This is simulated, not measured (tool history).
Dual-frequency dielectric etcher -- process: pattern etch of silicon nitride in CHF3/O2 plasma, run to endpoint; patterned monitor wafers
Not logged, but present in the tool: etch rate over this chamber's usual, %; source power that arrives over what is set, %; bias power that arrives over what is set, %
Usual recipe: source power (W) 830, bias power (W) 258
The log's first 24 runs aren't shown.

run,hour,source power (W),bias power (W),wafers since the last listed run,hours since the last wet clean,hours since the last source power generator calibration,hours since the last bias power generator calibration,hours since the last upper electrode change,"incoming incoming film thickness, nm",endpoint time (s)
25,1392,990,296,915,296,154.7,786.3,241.8,101.1,49.2
26,1427.3,620,287,509,331.3,190,821.6,277.1,101,62.3
27,1489.1,830,258,891,393.1,251.8,883.4,338.9,100.8,55.6
# hour 1556.4: wet clean of the chamber
28,1558.1,750,291,649,1.7,320.8,952.4,407.9,100.4,55.8
29,1654.3,650,226,1387,97.9,417,1048.6,504.1,100.4,65.9
30,1690.4,830,258,520,134,453.1,1084.7,540.2,100.9,55.5
31,1750.1,660,258,861,193.7,512.8,1144.4,599.9,100.1,61.7
32,1793.2,930,258,621,236.8,555.9,1187.5,643,100.5,52.6
33,1854.4,690,217,882,298,617.1,1248.7,704.2,101.2,65
# hour 1940: wet clean of the chamber
34,1940.5,830,290,895,0.5,703.2,1334.8,790.3,100.8,53.3
35,1974,690,286,483,34,736.7,1368.3,823.8,100.1,58.3
36,2027.5,830,296,771,87.5,790.2,1421.8,877.3,100.8,52.9

What if the next run were any one of these 3? Each begins from the tool's condition after run 36:
A,2027.9,750,258,5,87.9,790.6,1422.2,877.7,100.9,?
B,2027.9,720,238,5,87.9,790.6,1422.2,877.7,100.9,?
C,2027.9,1020,199,5,87.9,790.6,1422.2,877.7,100.9,?

run,endpoint time (s)
A,58.7
B,61.7
C,55.4
Had the tool no hidden state, the same runs would have come out as:
run,endpoint time (s)
A,58.9
B,61.9
C,55.6

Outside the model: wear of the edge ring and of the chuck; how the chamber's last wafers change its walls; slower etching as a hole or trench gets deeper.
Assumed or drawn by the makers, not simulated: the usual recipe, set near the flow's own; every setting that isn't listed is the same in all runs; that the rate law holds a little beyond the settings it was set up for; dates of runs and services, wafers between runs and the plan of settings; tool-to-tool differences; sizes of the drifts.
